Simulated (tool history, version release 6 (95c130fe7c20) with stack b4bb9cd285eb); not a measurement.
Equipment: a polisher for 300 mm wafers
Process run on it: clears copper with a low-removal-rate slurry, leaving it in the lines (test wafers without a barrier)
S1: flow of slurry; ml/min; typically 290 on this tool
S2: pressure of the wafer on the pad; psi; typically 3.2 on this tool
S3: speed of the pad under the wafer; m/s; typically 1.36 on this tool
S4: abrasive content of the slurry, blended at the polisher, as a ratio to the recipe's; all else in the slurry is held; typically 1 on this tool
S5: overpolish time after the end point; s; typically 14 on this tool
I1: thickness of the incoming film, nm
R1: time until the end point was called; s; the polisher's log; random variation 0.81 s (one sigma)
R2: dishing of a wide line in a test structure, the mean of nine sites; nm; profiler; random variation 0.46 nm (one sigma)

Run 1, day 0: usual settings; I1 411.8. Result: R1 103.9 s, R2 36.5 nm.
Run 2, day 0.8: usual settings; I1 414.6. Result: R1 105.7 s, R2 36.3 nm.
Run 3, day 1.871: usual settings; I1 409.4. Result: R1 104.5 s, R2 35.7 nm.
Run 4, day 2.375: usual settings but S3 1 m/s; I1 409. Result: R1 132.9 s, R2 28.7 nm.
Run 5, day 3.588: usual settings but S3 1 m/s; I1 405.7. Result: R1 133 s, R2 29.5 nm.
Run 6, day 4.958: usual settings; I1 408.3. Result: R1 105.1 s, R2 35.1 nm.
Run 7, day 5.817: usual settings; I1 412.1. Result: R1 108.8 s, R2 34.9 nm.
Run 8, day 7.05: usual settings; I1 415.5. Result: R1 102.2 s, R2 37.4 nm.
Run 9, day 7.662: usual settings but S3 1.68 m/s; I1 411.2. Result: R1 86 s, R2 44.2 nm.
Run 10, day 9.212: usual settings; I1 410.9. Result: R1 100.8 s, R2 36.4 nm.
Run 11, day 9.708: usual settings but S1 330 ml/min, S2 2.6 psi; I1 405.5. Result: R1 122.5 s, R2 31.3 nm.
Run 12, day 10.267: usual settings but S1 220 ml/min, S2 3.8 psi, S3 1.72 m/s, S4 0.9; I1 410.7. Result: R1 75.8 s, R2 47.2 nm.
Run 13, day 10.788: usual settings but S1 380 ml/min, S2 4 psi, S4 0.85; I1 418. Result: R1 86.6 s, R2 44.2 nm.
Run 14, day 11.617: usual settings but S1 195 ml/min; I1 406.4. Result: R1 107.1 s, R2 35.8 nm.
Run 15, day 14.858: usual settings but S2 2.8 psi, S3 1.02 m/s, S4 1.25; I1 409.9. Result: R1 138.6 s, R2 27.7 nm.
Run 16, day 16.296: usual settings; I1 400.8. Result: R1 101.4 s, R2 35.6 nm.
Run 17, day 17.142: usual settings but S1 385 ml/min, S3 1.54 m/s, S5 20 s; I1 411. Result: R1 92.4 s, R2 54.1 nm.
Run 18, day 18.442: usual settings but S1 230 ml/min, S2 3.9 psi, S3 0.96 m/s, S4 1.2; I1 413.7. Result: R1 112.1 s, R2 35.2 nm.
Run 19, day 19.158: usual settings; I1 411.5. Result: R1 107.3 s, R2 35.7 nm.
Run 20, day 20.138: usual settings but S3 1.14 m/s, S5 10 s; I1 404.2. Result: R1 113 s, R2 23.9 nm.
Run 21, day 20.808: usual settings but S1 260 ml/min, S4 1.1; I1 404. Result: R1 97.9 s, R2 37.6 nm.
Run 22, day 21.971: usual settings but S2 2.2 psi; I1 402.9. Result: R1 144.3 s, R2 26 nm.
Run 23, day 22.979: usual settings but S3 1.72 m/s, S4 1.15; I1 416.9. Result: R1 80.4 s, R2 46.1 nm.
Run 24, day 24.146: usual settings; I1 413. Result: R1 103.3 s, R2 36.9 nm.
Run 25, day 25.083: usual settings but S1 230 ml/min, S3 0.9 m/s, S5 19 s; I1 410.4. Result: R1 144.4 s, R2 35.3 nm.
Run 26, day 26.425: usual settings but S4 0.9; I1 405.9. Result: R1 106.2 s, R2 35.6 nm.
Run 27, day 27.583: usual settings but S2 2.4 psi; I1 410.8. Result: R1 137.8 s, R2 27.7 nm.

Missing from the log above: 8 entries noted between runs. For each, name the pair of listed runs it sits between and say how the tool's hidden condition differs from the listed run just before to the listed run just after:
In the gap between runs 4 and 5: worn pad replaced by a new one (day 3.062)
  abrasive missing from the slurry, %: 11.6 -> 12.9
  measured less the result without the state, R1: +5.6 -> +6.3 s; R2: -1.1 -> -1.2 nm
In the gap between runs 7 and 8: slurry blender recalibrated (day 6.838)
  abrasive missing from the slurry, %: 15.3 -> 0.937
  measured less the result without the state, R1: +6.2 -> +0.3 s; R2: -1.8 -> -0.1 nm
In the gap between runs 9 and 10: head pressure recalibrated (day 8.75); worn pad replaced by a new one (day 9.192)
  abrasive missing from the slurry, %: 1.59 -> 3.24
  measured less the result without the state, R1: +0.5 -> +1.2 s; R2: -0.2 -> -0.4 nm
In the gap between runs 14 and 15: slurry nozzle cleaned (day 14.004)
  abrasive missing from the slurry, %: 5.81 -> 9.26
  measured less the result without the state, R1: +2.1 -> +4.8 s; R2: -0.6 -> -0.8 nm
In the gap between runs 15 and 16: worn pad replaced by a new one (day 16.275)
  abrasive missing from the slurry, %: 9.26 -> 10.8
  measured less the result without the state, R1: +4.8 -> +4 s; R2: -0.8 -> -1.2 nm
In the gap between runs 19 and 20: slurry blender recalibrated (day 19.425)
  abrasive missing from the slurry, %: 13.9 -> 2.86
  measured less the result without the state, R1: +5.4 -> +1.1 s; R2: -1.6 -> -0.3 nm
In the gap between runs 23 and 24: worn pad replaced by a new one (day 23.925)
  abrasive missing from the slurry, %: 5.89 -> 7.13
  measured less the result without the state, R1: +1.7 -> +2.6 s; R2: -0.9 -> -0.8 nm
